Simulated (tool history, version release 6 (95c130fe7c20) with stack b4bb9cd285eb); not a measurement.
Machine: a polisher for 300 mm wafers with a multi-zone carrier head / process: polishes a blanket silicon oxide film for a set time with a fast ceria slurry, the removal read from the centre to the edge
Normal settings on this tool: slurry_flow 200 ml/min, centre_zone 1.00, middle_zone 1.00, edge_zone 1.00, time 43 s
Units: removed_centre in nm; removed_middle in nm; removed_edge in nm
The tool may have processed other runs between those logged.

| run | hour | slurry_flow | centre_zone | middle_zone | edge_zone | time | wafers since the last listed run | wafers polished on this pad | hours since the slurry nozzle was cleaned | hours since the centre zone pressure was calibrated | hours since the edge zone pressure was calibrated | hours since the carrier head's membrane was replaced | incoming thickness of the incoming film, nm | removed_centre | removed_middle | removed_edge |
|---|---|---|---|---|---|---|---|---|---|---|---|---|---|---|---|---|
| 1 | 0.0 | 200 | 1.00 | 1.00 | 1.00 | 43 | 0 | 941 | 105.3 | 667.2 | 898.5 | 0.5 | 2552.5 | 834.4 | 741.1 | 742.0 |
| 2 | 9.7 | 200 | 1.00 | 1.00 | 1.00 | 32 | 161 | 1102 | 115.0 | 676.9 | 908.2 | 10.2 | 2571.0 | 640.2 | 556.9 | 561.1 |
| 3 | 20.5 | 200 | 1.00 | 1.00 | 1.00 | 43 | 179 | 1281 | 125.8 | 687.7 | 919.0 | 21.0 | 2552.5 | 848.0 | 742.9 | 754.8 |
|  | 35.5 | edge zone pressure recalibrated |
|  | 53.1 | worn pad replaced by a new one |
|  | 53.5 | centre zone pressure recalibrated |
| 4 | 54.0 | 175 | 1.09 | 1.00 | 1.00 | 35 | 450 | 7 | 159.3 | 0.5 | 18.5 | 54.5 | 2549.6 | 631.4 | 592.1 | 601.1 |
| 5 | 58.4 | 200 | 1.00 | 1.05 | 1.09 | 43 | 73 | 80 | 163.7 | 4.9 | 22.9 | 58.9 | 2600.3 | 729.9 | 753.1 | 792.5 |
| 6 | 65.2 | 135 | 1.00 | 1.00 | 1.00 | 29 | 113 | 193 | 170.5 | 11.7 | 29.7 | 65.7 | 2550.1 | 449.5 | 448.1 | 469.6 |
| 7 | 113.3 | 265 | 1.00 | 1.10 | 0.95 | 43 | 799 | 993 | 218.6 | 59.8 | 77.8 | 113.8 | 2555.8 | 778.1 | 828.7 | 748.8 |
| 8 | 128.1 | 225 | 1.00 | 1.00 | 1.09 | 43 | 246 | 1239 | 233.4 | 74.6 | 92.6 | 128.6 | 2555.0 | 743.5 | 764.1 | 800.0 |
| 9 | 143.3 | 200 | 0.89 | 1.11 | 1.00 | 53 | 252 | 1492 | 248.6 | 89.8 | 107.8 | 143.8 | 2581.4 | 809.5 | 965.6 | 911.2 |
| 10 | 154.0 | 200 | 1.00 | 1.00 | 1.00 | 43 | 177 | 1670 | 259.3 | 100.5 | 118.5 | 154.5 | 2580.0 | 730.9 | 737.3 | 721.8 |
|  | 163.6 | worn pad replaced by a new one |
| 11 | 164.9 | 200 | 0.88 | 1.00 | 1.00 | 52 | 114 | 21 | 270.2 | 111.4 | 129.4 | 165.4 | 2536.5 | 770.2 | 904.3 | 906.8 |
| 12 | 172.9 | 200 | 0.93 | 1.00 | 1.00 | 36 | 132 | 154 | 278.2 | 119.4 | 137.4 | 173.4 | 2553.5 | 561.8 | 615.0 | 622.6 |
| 13 | 184.7 | 200 | 1.00 | 1.00 | 1.09 | 43 | 196 | 350 | 290.0 | 131.2 | 149.2 | 185.2 | 2526.5 | 733.4 | 742.8 | 763.5 |
| 14 | 196.4 | 200 | 1.07 | 1.00 | 1.00 | 36 | 194 | 545 | 301.7 | 142.9 | 160.9 | 196.9 | 2566.8 | 655.2 | 602.6 | 618.0 |
| 15 | 202.4 | 200 | 1.00 | 1.00 | 1.00 | 43 | 99 | 645 | 307.7 | 148.9 | 166.9 | 202.9 | 2566.6 | 722.0 | 708.5 | 744.0 |
| 16 | 216.6 | 240 | 1.00 | 1.00 | 1.00 | 34 | 236 | 881 | 321.9 | 163.1 | 181.1 | 217.1 | 2590.9 | 596.5 | 595.0 | 588.1 |
| 17 | 232.1 | 200 | 1.00 | 1.00 | 1.00 | 43 | 257 | 1138 | 337.4 | 178.6 | 196.6 | 232.6 | 2540.7 | 723.6 | 728.9 | 731.1 |
| 18 | 238.1 | 200 | 1.00 | 1.00 | 1.00 | 43 | 99 | 1238 | 343.4 | 184.6 | 202.6 | 238.6 | 2575.8 | 724.0 | 725.5 | 728.1 |
| 19 | 255.7 | 200 | 1.04 | 1.00 | 1.00 | 30 | 292 | 1531 | 361.0 | 202.2 | 220.2 | 256.2 | 2536.9 | 523.1 | 495.0 | 507.6 |
| 20 | 262.0 | 250 | 1.05 | 0.90 | 1.00 | 36 | 104 | 1636 | 367.3 | 208.5 | 226.5 | 262.5 | 2554.5 | 656.5 | 604.6 | 624.6 |
| 21 | 276.1 | 200 | 1.00 | 1.00 | 1.00 | 43 | 234 | 1870 | 381.4 | 222.6 | 240.6 | 276.6 | 2537.5 | 724.7 | 714.2 | 723.2 |
|  | 283.1 | worn pad replaced by a new one |
| 22 | 286.0 | 200 | 0.92 | 1.00 | 0.96 | 43 | 98 | 48 | 391.3 | 232.5 | 250.5 | 286.5 | 2530.4 | 661.7 | 710.2 | 708.4 |
| 23 | 295.5 | 265 | 1.00 | 1.00 | 1.00 | 48 | 157 | 205 | 400.8 | 242.0 | 260.0 | 296.0 | 2572.7 | 854.3 | 852.1 | 851.3 |

3 ways to go on from here, each from the tool as it stands after run 23. What would each give?
| A | 295.9 | 200 | 1.00 | 0.90 | 1.00 | 43 | 6 | 212 | 401.2 | 242.4 | 260.4 | 296.4 | 2515.3 | ? | ? | ? |
| B | 295.9 | 200 | 1.00 | 0.97 | 1.00 | 50 | 6 | 212 | 401.2 | 242.4 | 260.4 | 296.4 | 2515.3 | ? | ? | ? |
| C | 295.9 | 220 | 1.10 | 0.89 | 1.00 | 43 | 6 | 212 | 401.2 | 242.4 | 260.4 | 296.4 | 2515.3 | ? | ? | ? |

| run | removed_centre | removed_middle | removed_edge |
|---|---|---|---|
| A | 716.6 | 674.8 | 735.5 |
| B | 833.5 | 820.9 | 854.6 |
| C | 805.6 | 682.7 | 745.6 |
With the hidden condition removed and each run's random variation left untouched, the same runs would have given:
| run | removed_centre | removed_middle | removed_edge |
|---|---|---|---|
| A | 751.0 | 708.4 | 761.9 |
| B | 873.6 | 861.7 | 885.3 |
| C | 839.8 | 713.3 | 770.0 |

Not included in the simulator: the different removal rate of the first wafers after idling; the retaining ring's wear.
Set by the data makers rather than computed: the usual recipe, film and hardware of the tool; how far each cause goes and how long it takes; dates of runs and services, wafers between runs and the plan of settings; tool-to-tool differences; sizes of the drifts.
